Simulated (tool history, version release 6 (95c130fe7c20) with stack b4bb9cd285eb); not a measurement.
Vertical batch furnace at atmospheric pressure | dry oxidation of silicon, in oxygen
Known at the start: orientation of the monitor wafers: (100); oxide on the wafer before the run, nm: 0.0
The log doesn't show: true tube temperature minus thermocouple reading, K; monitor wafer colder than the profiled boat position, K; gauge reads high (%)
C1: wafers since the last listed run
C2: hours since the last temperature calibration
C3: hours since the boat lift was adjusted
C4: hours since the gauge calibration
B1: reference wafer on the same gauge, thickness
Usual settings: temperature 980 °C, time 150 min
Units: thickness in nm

run 1 hour=0 | temperature=980 time=150 | C1=0 C2=3980.2 C3=4907 C4=191.7 | B1=93.07 | thickness=79.71
run 2 hour=17.6 | temperature=980 time=150 | C1=97 C2=3997.8 C3=4924.6 C4=209.3 | B1=93.03 | thickness=79.5
run 3 hour=33.6 | temperature=980 time=150 | C1=88 C2=4013.8 C3=4940.6 C4=225.3 | B1=92.98 | thickness=79.65
run 4 hour=60.7 | temperature=980 time=150 | C1=150 C2=4040.9 C3=4967.7 C4=252.4 | B1=92.96 | thickness=79.57
run 5 hour=79.1 | temperature=971 time=150 | C1=102 C2=4059.3 C3=4986.1 C4=270.8 | B1=92.93 | thickness=74.31
-- hour=116.5 boat lift adjusted
run 6 hour=117 | temperature=971 time=150 | C1=77 C2=4097.2 C3=0.5 C4=308.7 | B1=92.92 | thickness=74.28
run 7 hour=124.1 | temperature=971 time=150 | C1=39 C2=4104.3 C3=7.6 C4=315.8 | B1=92.91 | thickness=74.14
-- hour=155.6 thermocouples replaced and temperature profile calibrated
run 8 hour=156.1 | temperature=980 time=150 | C1=44 C2=0.5 C3=39.6 C4=347.8 | B1=92.87 | thickness=79.54
run 9 hour=163.2 | temperature=994 time=209 | C1=39 C2=7.6 C3=46.7 C4=354.9 | B1=92.91 | thickness=113.61
run 10 hour=185 | temperature=989 time=125.5 | C1=120 C2=29.4 C3=68.5 C4=376.7 | B1=92.87 | thickness=75.84
-- hour=203 gauge calibrated
run 11 hour=239.8 | temperature=980 time=150 | C1=304 C2=84.2 C3=123.3 C4=36.8 | B1=93.6 | thickness=80.12
run 12 hour=258 | temperature=1003 time=150 | C1=101 C2=102.4 C3=141.5 C4=55 | B1=93.49 | thickness=98.72
run 13 hour=271.2 | temperature=980 time=150 | C1=73 C2=115.6 C3=154.7 C4=68.2 | B1=93.44 | thickness=80.12
run 14 hour=285.5 | temperature=957 time=150 | C1=79 C2=129.9 C3=169 C4=82.5 | B1=93.38 | thickness=66.68
run 15 hour=311.3 | temperature=971 time=150 | C1=143 C2=155.7 C3=194.8 C4=108.3 | B1=93.31 | thickness=74.33
run 16 hour=329.3 | temperature=991 time=174.5 | C1=99 C2=173.7 C3=212.8 C4=126.3 | B1=93.24 | thickness=97.81
run 17 hour=344.7 | temperature=958 time=150 | C1=85 C2=189.1 C3=228.2 C4=141.7 | B1=93.23 | thickness=67.23

Forecast each of these 5 alternatives for the next run:
run A hour=351.9 | temperature=980 time=150 | C1=39 C2=196.3 C3=235.4 C4=148.9 | B1=? | thickness=?
run B hour=351.9 | temperature=1003 time=193.5 | C1=39 C2=196.3 C3=235.4 C4=148.9 | B1=? | thickness=?
run C hour=351.9 | temperature=966 time=84.5 | C1=39 C2=196.3 C3=235.4 C4=148.9 | B1=? | thickness=?
run D hour=351.9 | temperature=989 time=125 | C1=39 C2=196.3 C3=235.4 C4=148.9 | B1=? | thickness=?
run E hour=351.9 | temperature=966 time=150 | C1=39 C2=196.3 C3=235.4 C4=148.9 | B1=? | thickness=?

run=A B1=93.19 thickness=79.69
run=B B1=93.19 thickness=117.08
run=C B1=93.19 thickness=47.87
run=D B1=93.19 thickness=75.74
run=E B1=93.19 thickness=71.64
Without the tool's hidden state the same runs would have given:
run=A thickness=80.29
run=B thickness=117.97
run=C thickness=48.23
run=D thickness=76.32
run=E thickness=72.19

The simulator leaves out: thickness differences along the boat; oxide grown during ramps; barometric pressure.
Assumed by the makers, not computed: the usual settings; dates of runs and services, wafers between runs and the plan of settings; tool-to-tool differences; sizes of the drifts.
